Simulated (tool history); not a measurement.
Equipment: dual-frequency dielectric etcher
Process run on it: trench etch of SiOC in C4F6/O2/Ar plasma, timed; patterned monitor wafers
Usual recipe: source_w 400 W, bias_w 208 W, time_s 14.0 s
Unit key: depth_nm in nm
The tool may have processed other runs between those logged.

run	hour	source_w	bias_w	time_s	wafers since the last listed run	hours since the last wet clean	hours since the last source power generator calibration	hours since the last bias power generator calibration	hours since the last upper electrode change	hours since the gauge calibration	read-back reference wafer on the same gauge, depth_nm	depth_nm
1	0.0	400	180	14.0	0	286.5	2330.2	1941.8	3787.3	397.2	24.81	28.34
2	7.9	400	180	14.0	139	294.4	2338.1	1949.7	3795.2	405.1	24.80	28.27
# hour 12.1: bias power generator calibrated
3	21.5	400	208	13.0	169	308.0	2351.7	9.4	3808.8	418.7	24.81	27.01
4	31.8	400	208	13.0	182	318.3	2362.0	19.7	3819.1	429.0	24.79	27.13
5	43.1	400	208	13.0	199	329.6	2373.3	31.0	3830.4	440.3	24.80	27.12
6	49.9	400	208	17.0	120	336.4	2380.1	37.8	3837.2	447.1	24.78	35.37
7	67.2	400	208	17.0	305	353.7	2397.4	55.1	3854.5	464.4	24.81	35.33
8	83.9	400	208	17.0	295	370.4	2414.1	71.8	3871.2	481.1	24.81	35.55
# hour 89.4: gauge calibrated
# hour 96.2: source power generator calibrated
9	96.7	450	229	14.0	155	383.2	0.5	84.6	3884.0	7.3	24.78	30.64
# hour 126.1: wet clean of the chamber
10	126.6	450	229	14.0	104	0.5	30.4	114.5	3913.9	37.2	24.80	31.63
11	127.0	400	208	14.0	7	0.9	30.8	114.9	3914.3	37.6	24.78	30.05
# hour 163.7: upper electrode replaced
12	164.2	400	208	14.0	233	38.1	68.0	152.1	0.5	74.8	24.79	29.84
13	164.5	360	186	16.0	5	38.4	68.3	152.4	0.8	75.1	24.80	32.44
14	164.8	400	208	13.0	5	38.7	68.6	152.7	1.1	75.4	24.80	27.87
15	178.8	430	208	16.0	247	52.7	82.6	166.7	15.1	89.4	24.79	34.96
16	191.7	400	180	14.0	227	65.6	95.5	179.6	28.0	102.3	24.81	28.78
17	203.8	430	208	18.0	213	77.7	107.6	191.7	40.1	114.4	24.79	39.28
18	216.1	400	208	12.0	217	90.0	119.9	204.0	52.4	126.7	24.79	25.59
19	257.1	480	190	10.0	724	131.0	160.9	245.0	93.4	167.7	24.82	21.67
20	273.7	400	208	14.0	293	147.6	177.5	261.6	110.0	184.3	24.81	29.62
21	291.3	350	208	14.0	311	165.2	195.1	279.2	127.6	201.9	24.81	28.83
22	309.0	370	239	11.5	312	182.9	212.8	296.9	145.3	219.6	24.81	24.82
23	316.5	470	255	10.5	132	190.4	220.3	304.4	152.8	227.1	24.81	24.40
24	324.0	470	231	17.0	132	197.9	227.8	311.9	160.3	234.6	24.79	38.22
25	333.0	450	250	14.0	159	206.9	236.8	320.9	169.3	243.6	24.78	31.95
26	342.3	400	208	14.0	164	216.2	246.1	330.2	178.6	252.9	24.80	29.40
27	349.3	480	190	16.5	123	223.2	253.1	337.2	185.6	259.9	24.78	35.66
28	366.7	400	208	14.0	307	240.6	270.5	354.6	203.0	277.3	24.81	29.51
29	382.7	360	208	14.0	282	256.6	286.5	370.6	219.0	293.3	24.81	28.46

Below are 5 alternative next runs, each starting from the tool's condition after run 29. Predict each:
A	383.1	400	242	14.0	7	257.0	286.9	371.0	219.4	293.7	?	?
B	383.1	400	163	14.0	7	257.0	286.9	371.0	219.4	293.7	?	?
C	383.1	360	222	16.5	7	257.0	286.9	371.0	219.4	293.7	?	?
D	383.1	400	256	17.0	7	257.0	286.9	371.0	219.4	293.7	?	?
E	383.1	490	208	10.5	7	257.0	286.9	371.0	219.4	293.7	?	?

run	read-back reference wafer on the same gauge, depth_nm	depth_nm
A	24.82	30.46
B	24.82	27.50
C	24.82	34.21
D	24.82	37.58
E	24.82	23.07
Stripped of hidden state, with their random variation kept, the same runs would have yielded:
run	depth_nm
A	31.44
B	28.39
C	35.31
D	38.79
E	23.81
